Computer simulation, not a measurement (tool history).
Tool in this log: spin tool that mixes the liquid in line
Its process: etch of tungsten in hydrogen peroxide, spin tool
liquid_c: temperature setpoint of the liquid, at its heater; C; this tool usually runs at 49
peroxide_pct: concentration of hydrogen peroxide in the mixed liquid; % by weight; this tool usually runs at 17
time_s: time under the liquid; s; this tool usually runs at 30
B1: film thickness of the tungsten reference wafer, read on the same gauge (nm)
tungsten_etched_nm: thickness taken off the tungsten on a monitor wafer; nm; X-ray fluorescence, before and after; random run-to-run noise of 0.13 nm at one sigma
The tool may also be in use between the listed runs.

Run 1, hour 0: usual settings but peroxide_pct 19.5 % by weight, time_s 45 s; B1 109.99. Result: tungsten_etched_nm 59.66 nm.
Run 2, hour 12.8: usual settings but peroxide_pct 18.5 % by weight, time_s 45 s; B1 109.99. Result: tungsten_etched_nm 58.06 nm.
Run 3, hour 39.5: usual settings but peroxide_pct 18.5 % by weight, time_s 45 s; B1 109.99. Result: tungsten_etched_nm 58.19 nm.
Run 4, hour 59.2: usual settings but peroxide_pct 18.5 % by weight, time_s 45 s; B1 110.03. Result: tungsten_etched_nm 57.9 nm.
Run 5, hour 84.1: usual settings but liquid_c 46 C, peroxide_pct 12.5 % by weight; B1 109.99. Result: tungsten_etched_nm 26.34 nm.
Run 6, hour 97.5: usual settings; B1 110.03. Result: tungsten_etched_nm 37.2 nm.
Run 7, hour 181.9: usual settings but liquid_c 40.5 C, peroxide_pct 13.5 % by weight, time_s 45 s; B1 110.02. Result: tungsten_etched_nm 29 nm.
Run 8, hour 203.7: usual settings but peroxide_pct 19 % by weight, time_s 20 s; B1 109.99. Result: tungsten_etched_nm 26.18 nm.
Run 9, hour 234.5: usual settings but liquid_c 52.5 C, peroxide_pct 14 % by weight; B1 110.03. Result: tungsten_etched_nm 41.95 nm.
Run 10, hour 247.1: usual settings but time_s 25 s; B1 110. Result: tungsten_etched_nm 31.06 nm.
Run 11, hour 261.8: usual settings; B1 110.01. Result: tungsten_etched_nm 37.41 nm.
Run 12, hour 276.1: usual settings but liquid_c 52 C; B1 110.01. Result: tungsten_etched_nm 44.71 nm.
Run 13, hour 304.3: usual settings but liquid_c 57.5 C, peroxide_pct 12.5 % by weight, time_s 45 s; B1 110.02. Result: tungsten_etched_nm 80.08 nm.
Run 14, hour 330.6: usual settings but liquid_c 45.5 C, time_s 15 s; B1 110.03. Result: tungsten_etched_nm 14.9 nm.
Run 15, hour 364.6: usual settings but peroxide_pct 13.5 % by weight; B1 110.01. Result: tungsten_etched_nm 33.36 nm.
Run 16, hour 379: usual settings but liquid_c 43 C, peroxide_pct 21.5 % by weight, time_s 15 s; B1 109.98. Result: tungsten_etched_nm 13.73 nm.
Run 17, hour 405.4: usual settings but liquid_c 57 C, peroxide_pct 13 % by weight, time_s 45 s; B1 110. Result: tungsten_etched_nm 75.81 nm.
Run 18, hour 428.7: usual settings; B1 110.02. Result: tungsten_etched_nm 38.18 nm.
Run 19, hour 446.5: usual settings; B1 109.98. Result: tungsten_etched_nm 37.89 nm.
Run 20, hour 474.5: usual settings; B1 110. Result: tungsten_etched_nm 38.21 nm.
Run 21, hour 507.6: usual settings but liquid_c 52 C, peroxide_pct 13.5 % by weight, time_s 25 s; B1 109.97. Result: tungsten_etched_nm 33.92 nm.
Run 22, hour 532: usual settings; B1 109.97. Result: tungsten_etched_nm 37.86 nm.
Run 23, hour 565.6: usual settings but liquid_c 53.5 C, peroxide_pct 22 % by weight, time_s 45 s; B1 109.95. Result: tungsten_etched_nm 85.23 nm.
Run 24, hour 594.1: usual settings; B1 110.05. Result: tungsten_etched_nm 38.06 nm.
Run 25, hour 629.6: usual settings; B1 110.01. Result: tungsten_etched_nm 38.07 nm.
Run 26, hour 659.8: usual settings but liquid_c 40 C, peroxide_pct 14.5 % by weight, time_s 50 s; B1 110.01. Result: tungsten_etched_nm 33.09 nm.

Missing from the log above: 6 entries noted between runs. For each, name the pair of listed runs it sits between and say how the tool's hidden condition differs from the listed run just before to the listed run just after:
Runs 4 to 5: gauge calibrated (hour 62.8)
  peroxide flow above the setpoint (%): 7.73 -> 7.84; temperature lost on the way to the wafer (K): 0.953 -> 0.959
  measured value less the no-hidden-state value, tungsten_etched_nm: -1.25 -> -0.6 nm
Runs 5 to 6: thermometer replaced (hour 91.4)
  peroxide flow above the setpoint (%): 7.84 -> 7.9; temperature lost on the way to the wafer (K): 0.959 -> 0.962
  measured value less the no-hidden-state value, tungsten_etched_nm: -0.6 -> -0.8 nm
Runs 15 to 16: peroxide flow meter replaced (hour 372.9); new drum of peroxide connected (hour 374.5)
  peroxide flow above the setpoint (%): 9.07 -> 0.356; temperature lost on the way to the wafer (K): 1.02 -> 1.03
  measured value less the no-hidden-state value, tungsten_etched_nm: -0.66 -> -0.91 nm
Runs 17 to 18: heated supply line repaired (hour 421)
  peroxide flow above the setpoint (%): 0.471 -> 0.574; temperature lost on the way to the wafer (K): 1.03 -> 0.0446
  measured value less the no-hidden-state value, tungsten_etched_nm: -4.54 -> +0.02 nm
Runs 24 to 25: gauge calibrated (hour 619.6)
  peroxide flow above the setpoint (%): 1.3 -> 1.45; temperature lost on the way to the wafer (K): 0.0835 -> 0.0918
  measured value less the no-hidden-state value, tungsten_etched_nm: +0.05 -> +0.06 nm

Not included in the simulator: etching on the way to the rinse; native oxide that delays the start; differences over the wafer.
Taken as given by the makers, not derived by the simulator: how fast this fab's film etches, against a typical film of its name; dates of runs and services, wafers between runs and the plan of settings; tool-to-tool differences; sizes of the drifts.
